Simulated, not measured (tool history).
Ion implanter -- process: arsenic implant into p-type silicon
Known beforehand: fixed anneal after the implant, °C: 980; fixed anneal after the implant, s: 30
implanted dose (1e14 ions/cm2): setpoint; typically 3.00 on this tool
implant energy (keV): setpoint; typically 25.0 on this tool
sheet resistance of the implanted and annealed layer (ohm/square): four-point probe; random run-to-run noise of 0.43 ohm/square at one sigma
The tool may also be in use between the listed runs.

run	hour	implanted dose (1e14 ions/cm2)	implant energy (keV)	read-back reference wafer on the same gauge, sheet resistance	sheet resistance of the implanted and annealed layer (ohm/square)
1	0.0	3.00	25.0	242.82	296.72
2	14.9	3.00	25.0	242.92	297.88
3	31.3	2.52	25.0	243.05	338.61
4	43.5	2.52	25.0	243.10	338.16
5	53.1	2.52	25.0	242.91	339.25
6	69.0	3.00	25.0	243.04	297.63
7	82.4	3.00	25.0	242.92	297.89
8	97.6	3.00	19.5	242.83	309.07
9	113.2	3.00	19.5	243.02	309.39
# hour 115.9: gauge calibrated
10	131.2	3.00	19.5	242.84	308.20
11	137.3	3.00	25.0	243.00	299.65
# hour 156.9: extraction supply calibrated
12	157.4	3.69	23.0	242.96	258.86
13	157.8	3.00	25.0	243.04	299.48
14	166.2	3.00	25.0	243.05	299.96
15	176.3	3.00	25.0	242.98	299.16
16	183.2	2.47	25.0	243.01	346.80
# hour 196.7: Faraday cup replaced and dose calibrated
17	197.2	3.00	25.0	242.85	285.44
18	203.6	3.34	16.5	242.98	278.38
19	212.4	2.45	29.5	242.87	324.23
20	226.1	3.00	22.5	242.87	290.02
21	247.9	2.25	18.5	243.00	370.95
22	261.1	3.49	25.0	242.84	256.13
23	277.5	3.00	33.5	242.88	274.63
24	294.1	2.20	28.0	243.05	353.81
25	303.9	3.00	25.0	242.99	286.32
26	319.1	3.86	29.0	242.93	232.60
27	327.2	2.48	28.5	242.96	324.11
28	336.7	2.14	25.0	242.94	368.37
29	342.9	3.00	28.0	243.11	281.77
30	356.0	3.00	25.0	243.03	286.75

3 options for the next run, each taken on its own from the tool as it stands now. Forecast them:
A	356.4	3.38	25.0	?	?
B	356.4	2.74	17.5	?	?
C	356.4	3.84	16.5	?	?

run	read-back reference wafer on the same gauge, sheet resistance	sheet resistance of the implanted and annealed layer (ohm/square)
A	242.97	260.89
B	242.97	320.29
C	242.97	250.08
With the hidden condition removed and each run's random variation left untouched, the same runs would have given:
run	sheet resistance of the implanted and annealed layer (ohm/square)
A	260.41
B	319.69
C	249.62
